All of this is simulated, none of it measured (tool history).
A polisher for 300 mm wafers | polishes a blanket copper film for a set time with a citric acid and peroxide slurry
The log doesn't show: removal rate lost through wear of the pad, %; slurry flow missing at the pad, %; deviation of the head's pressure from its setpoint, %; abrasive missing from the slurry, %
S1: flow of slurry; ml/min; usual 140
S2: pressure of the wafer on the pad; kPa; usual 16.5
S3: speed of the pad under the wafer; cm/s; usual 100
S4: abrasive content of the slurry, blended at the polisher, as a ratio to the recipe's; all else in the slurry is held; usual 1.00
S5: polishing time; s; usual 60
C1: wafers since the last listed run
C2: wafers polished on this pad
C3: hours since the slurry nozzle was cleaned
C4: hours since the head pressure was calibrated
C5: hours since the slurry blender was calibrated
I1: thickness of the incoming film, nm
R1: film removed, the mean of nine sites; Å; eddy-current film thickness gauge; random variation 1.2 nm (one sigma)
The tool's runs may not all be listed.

| run | hour | S1 | S2 | S3 | S4 | S5 | C1 | C2 | C3 | C4 | C5 | I1 | R1 |
|---|---|---|---|---|---|---|---|---|---|---|---|---|---|
| 1 | 0.0 | 155 | 16.5 | 100 | 1.00 | 60 | 0 | 15 | 716.0 | 688.9 | 167.8 | 810.8 | 1150 |
| 2 | 14.2 | 110 | 16.5 | 100 | 1.00 | 60 | 150 | 166 | 730.2 | 703.1 | 182.0 | 806.1 | 1085 |
| 3 | 38.1 | 110 | 16.5 | 100 | 1.00 | 60 | 252 | 418 | 754.1 | 727.0 | 205.9 | 797.3 | 1085 |
| 4 | 55.2 | 140 | 16.5 | 100 | 1.00 | 60 | 181 | 600 | 771.2 | 744.1 | 223.0 | 802.8 | 1137 |
| 5 | 68.6 | 140 | 16.5 | 100 | 1.00 | 60 | 141 | 741 | 784.6 | 757.5 | 236.4 | 804.6 | 1136 |
| 6 | 92.5 | 140 | 16.5 | 100 | 1.00 | 60 | 252 | 994 | 808.5 | 781.4 | 260.3 | 812.7 | 1145 |
| 7 | 118.4 | 140 | 16.5 | 114 | 0.80 | 60 | 274 | 1268 | 834.4 | 807.3 | 286.2 | 796.9 | 1228 |
| 8 | 153.6 | 140 | 16.5 | 114 | 0.80 | 60 | 372 | 1641 | 869.6 | 842.5 | 321.4 | 804.9 | 1222 |
|  | 157.7 | worn pad replaced by a new one |
|  | 164.8 | slurry blender recalibrated |
| 9 | 181.3 | 140 | 16.5 | 100 | 1.00 | 60 | 229 | 228 | 897.3 | 870.2 | 16.5 | 797.7 | 1118 |
| 10 | 216.5 | 140 | 16.5 | 100 | 1.15 | 60 | 372 | 600 | 932.5 | 905.4 | 51.7 | 807.1 | 1187 |
| 11 | 238.9 | 190 | 16.5 | 100 | 1.20 | 60 | 237 | 838 | 954.9 | 927.8 | 74.1 | 796.0 | 1243 |
|  | 257.2 | slurry nozzle cleaned |
| 12 | 268.1 | 100 | 14.5 | 76 | 1.00 | 39 | 298 | 1136 | 10.9 | 957.0 | 103.3 | 799.3 | 450 |
| 13 | 283.3 | 165 | 16.5 | 100 | 1.00 | 60 | 160 | 1297 | 26.1 | 972.2 | 118.5 | 786.1 | 1183 |
|  | 293.6 | head pressure recalibrated |
|  | 294.0 | worn pad replaced by a new one |
| 14 | 306.0 | 125 | 20.7 | 136 | 0.80 | 60 | 214 | 126 | 48.8 | 12.4 | 141.2 | 793.6 | 1800 |
| 15 | 323.0 | 140 | 14.5 | 100 | 1.00 | 60 | 179 | 306 | 65.8 | 29.4 | 158.2 | 795.0 | 1005 |
| 16 | 336.2 | 140 | 16.5 | 100 | 1.00 | 60 | 139 | 446 | 79.0 | 42.6 | 171.4 | 801.8 | 1123 |
| 17 | 371.7 | 140 | 16.5 | 134 | 1.00 | 70 | 375 | 821 | 114.5 | 78.1 | 206.9 | 786.5 | 1768 |
| 18 | 402.9 | 140 | 16.5 | 100 | 1.00 | 60 | 330 | 1152 | 145.7 | 109.3 | 238.1 | 817.3 | 1145 |

Forecast run 19:
| 19 | 430.6 | 140 | 20.0 | 100 | 1.00 | 43 | 293 | 1445 | 173.4 | 137.0 | 265.8 | 797.3 | ? |

Run 19 gave R1 995 Å.
Without the tool's hidden state the same run would have given R1 995 Å.
